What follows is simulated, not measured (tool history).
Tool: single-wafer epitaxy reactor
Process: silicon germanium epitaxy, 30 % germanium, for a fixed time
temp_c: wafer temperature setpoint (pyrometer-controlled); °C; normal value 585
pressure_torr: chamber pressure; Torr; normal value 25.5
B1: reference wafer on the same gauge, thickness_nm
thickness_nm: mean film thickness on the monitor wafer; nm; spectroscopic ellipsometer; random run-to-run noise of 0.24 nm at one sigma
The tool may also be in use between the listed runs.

Run 1, day 0.000: usual settings but temp_c 574 °C; B1 56.403. Result: thickness_nm 37.252 nm.
Run 2, day 4.038: usual settings but temp_c 574 °C; B1 56.314. Result: thickness_nm 37.493 nm.
Run 3, day 5.367: usual settings but pressure_torr 21.0 Torr; B1 56.270. Result: thickness_nm 42.330 nm.
Run 4, day 5.900: usual settings but pressure_torr 21.0 Torr; B1 56.281. Result: thickness_nm 42.507 nm.
Run 5, day 6.825: usual settings; B1 56.333. Result: thickness_nm 47.418 nm.
Run 6, day 7.704: usual settings; B1 56.376. Result: thickness_nm 47.474 nm.
Run 7, day 8.288: usual settings; B1 56.165. Result: thickness_nm 47.717 nm.
Run 8, day 9.050: usual settings; B1 56.259. Result: thickness_nm 46.994 nm.
Run 9, day 10.529: usual settings; B1 56.384. Result: thickness_nm 47.453 nm.
Run 10, day 11.554: usual settings; B1 56.246. Result: thickness_nm 47.184 nm.
At day 12.158: capacitance manometer re-zeroed and calibrated.
Run 11, day 12.688: usual settings; B1 56.363. Result: thickness_nm 50.020 nm.
Run 12, day 13.217: usual settings; B1 56.355. Result: thickness_nm 49.334 nm.
Run 13, day 14.208: usual settings; B1 56.398. Result: thickness_nm 49.563 nm.
Run 14, day 14.904: usual settings; B1 56.286. Result: thickness_nm 49.486 nm.
Run 15, day 15.858: usual settings; B1 56.171. Result: thickness_nm 49.395 nm.
Run 16, day 17.158: usual settings; B1 56.302. Result: thickness_nm 49.238 nm.
Run 17, day 18.396: usual settings; B1 56.189. Result: thickness_nm 48.870 nm.
Run 18, day 19.233: usual settings but temp_c 571 °C, pressure_torr 29.8 Torr; B1 56.304. Result: thickness_nm 38.916 nm.
Run 19, day 20.142: usual settings; B1 56.207. Result: thickness_nm 49.115 nm.
Run 20, day 21.417: usual settings; B1 56.283. Result: thickness_nm 48.746 nm.
At day 22.475: showerhead replaced.
At day 22.583: pyrometer calibrated.
Run 21, day 22.604: usual settings; B1 56.292. Result: thickness_nm 48.507 nm.

Run 22 has not been measured yet. What should we expect?
Run 22, day 23.242: usual settings but pressure_torr 30.9 Torr; B1 ?. Result: thickness_nm ?.

Logged for run 22: B1 56.325, thickness_nm 54.338 nm.
If the tool had no hidden condition, the same run with the same run-to-run variation would have returned thickness_nm 55.529 nm.
